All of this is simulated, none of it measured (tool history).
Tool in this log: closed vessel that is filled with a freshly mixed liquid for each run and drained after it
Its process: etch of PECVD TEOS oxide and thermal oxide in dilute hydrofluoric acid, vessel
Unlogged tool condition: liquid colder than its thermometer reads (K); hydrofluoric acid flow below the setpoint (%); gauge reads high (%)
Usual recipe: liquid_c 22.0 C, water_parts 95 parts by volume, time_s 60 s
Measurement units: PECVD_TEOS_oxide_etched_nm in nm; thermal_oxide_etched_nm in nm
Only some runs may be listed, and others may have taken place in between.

| run | hour | liquid_c | water_parts | time_s | wafers since the last listed run | hours since the thermometer was replaced | hours since the hydrofluoric acid flow meter was replaced | hours since the gauge calibration | read-back film thickness of the PECVD TEOS oxide reference wafer, read on the same gauge (nm) | read-back film thickness of the thermal oxide reference wafer, read on the same gauge (nm) | PECVD_TEOS_oxide_etched_nm | thermal_oxide_etched_nm |
|---|---|---|---|---|---|---|---|---|---|---|---|---|
| 1 | 0.0 | 22.0 | 95 | 60 | 0 | 1670.5 | 117.6 | 1399.1 | 140.02 | 70.004 | 7.06 | 2.443 |
| 2 | 93.4 | 24.0 | 95 | 65 | 6736 | 1763.9 | 211.0 | 1492.5 | 140.01 | 70.008 | 8.21 | 2.841 |
| 3 | 351.1 | 22.0 | 95 | 60 | 18587 | 2021.6 | 468.7 | 1750.2 | 140.01 | 69.998 | 6.92 | 2.291 |
| 4 | 456.5 | 22.0 | 95 | 60 | 7602 | 2127.0 | 574.1 | 1855.6 | 140.01 | 70.003 | 6.82 | 2.358 |
|  | 482.2 | gauge calibrated |
| 5 | 497.4 | 22.0 | 95 | 60 | 2950 | 2167.9 | 615.0 | 15.2 | 139.98 | 70.002 | 6.77 | 2.312 |
|  | 532.3 | hydrofluoric acid flow meter replaced |
| 6 | 579.0 | 22.0 | 95 | 60 | 5813 | 2249.5 | 46.7 | 96.8 | 139.97 | 70.006 | 7.03 | 2.418 |
| 7 | 644.3 | 22.0 | 95 | 60 | 4709 | 2314.8 | 112.0 | 162.1 | 140.00 | 70.013 | 7.01 | 2.413 |
| 8 | 704.9 | 22.0 | 55 | 60 | 4370 | 2375.4 | 172.6 | 222.7 | 140.01 | 69.996 | 12.61 | 4.363 |
| 9 | 773.7 | 22.0 | 95 | 60 | 4962 | 2444.2 | 241.4 | 291.5 | 139.99 | 69.990 | 6.92 | 2.360 |
| 10 | 823.3 | 22.0 | 95 | 60 | 3577 | 2493.8 | 291.0 | 341.1 | 140.01 | 69.992 | 6.84 | 2.356 |
| 11 | 875.4 | 22.0 | 95 | 60 | 3757 | 2545.9 | 343.1 | 393.2 | 140.00 | 70.003 | 6.85 | 2.328 |
| 12 | 956.7 | 26.5 | 70 | 60 | 5864 | 2627.2 | 424.4 | 474.5 | 140.03 | 70.020 | 11.44 | 3.957 |
| 13 | 1020.6 | 22.0 | 130 | 80 | 4609 | 2691.1 | 488.3 | 538.4 | 139.99 | 70.006 | 6.32 | 2.183 |
| 14 | 1125.9 | 26.0 | 140 | 95 | 7595 | 2796.4 | 593.6 | 643.7 | 139.99 | 70.019 | 8.00 | 2.788 |
|  | 1143.0 | hydrofluoric acid flow meter replaced |
|  | 1194.3 | thermometer replaced |
| 15 | 1200.2 | 24.0 | 50 | 70 | 5214 | 5.9 | 57.2 | 718.0 | 140.01 | 70.001 | 18.33 | 6.326 |
| 16 | 1252.6 | 19.0 | 95 | 40 | 3779 | 58.3 | 109.6 | 770.4 | 140.00 | 70.001 | 4.23 | 1.444 |
| 17 | 1353.8 | 22.0 | 95 | 60 | 7299 | 159.5 | 210.8 | 871.6 | 140.01 | 70.007 | 7.13 | 2.501 |
| 18 | 1399.2 | 22.0 | 95 | 60 | 3274 | 204.9 | 256.2 | 917.0 | 140.01 | 69.991 | 7.02 | 2.442 |
| 19 | 1565.5 | 22.0 | 75 | 60 | 11994 | 371.2 | 422.5 | 1083.3 | 140.01 | 70.010 | 9.06 | 3.153 |
| 20 | 1609.7 | 25.5 | 120 | 35 | 3188 | 415.4 | 466.7 | 1127.5 | 139.99 | 69.982 | 3.57 | 1.209 |
| 21 | 1666.0 | 27.0 | 110 | 90 | 4060 | 471.7 | 523.0 | 1183.8 | 140.01 | 69.992 | 10.65 | 3.662 |
| 22 | 1731.9 | 22.0 | 95 | 60 | 4753 | 537.6 | 588.9 | 1249.7 | 139.99 | 70.001 | 6.89 | 2.379 |
| 23 | 1778.6 | 24.0 | 70 | 80 | 3368 | 584.3 | 635.6 | 1296.4 | 139.99 | 70.008 | 13.87 | 4.719 |
| 24 | 1848.4 | 20.5 | 95 | 60 | 5034 | 654.1 | 705.4 | 1366.2 | 140.00 | 69.992 | 6.42 | 2.222 |
| 25 | 1897.0 | 22.0 | 50 | 60 | 3505 | 702.7 | 754.0 | 1414.8 | 140.00 | 69.990 | 13.61 | 4.708 |
|  | 1904.5 | hydrofluoric acid flow meter replaced |
| 26 | 1944.4 | 22.0 | 95 | 60 | 3346 | 750.1 | 39.9 | 1462.2 | 139.99 | 69.998 | 7.23 | 2.550 |
| 27 | 2033.1 | 26.0 | 115 | 50 | 6397 | 838.8 | 128.6 | 1550.9 | 140.02 | 69.991 | 5.60 | 1.906 |

How would selected steps in PECVD_TEOS_oxide_etched_nm from run to run divide? Give the signed amount a tool lacking its hidden state would still show from settings, what came in and random variation, and the signed amount left for the hidden state, including any gauge scatter that is not in both of the compared results.
Run 14 -> 15: liquid_c 26.0 -> 24.0, water_parts 140 -> 50, time_s 95 -> 70, hydrofluoric acid flow meter replaced, thermometer replaced. PECVD_TEOS_oxide_etched_nm +10.33 nm: hidden state +0.37, all else +9.96.
Run 15 -> 16: liquid_c 24.0 -> 19.0, water_parts 50 -> 95, time_s 70 -> 40. PECVD_TEOS_oxide_etched_nm -14.10 nm: hidden state +0.31, all else -14.41.
Run 24 -> 25: liquid_c 20.5 -> 22.0, water_parts 95 -> 50. PECVD_TEOS_oxide_etched_nm +7.19 nm: hidden state -0.65, all else +7.84.
Run 25 -> 26: water_parts 50 -> 95, hydrofluoric acid flow meter replaced. PECVD_TEOS_oxide_etched_nm -6.38 nm: hidden state +1.01, all else -7.39.
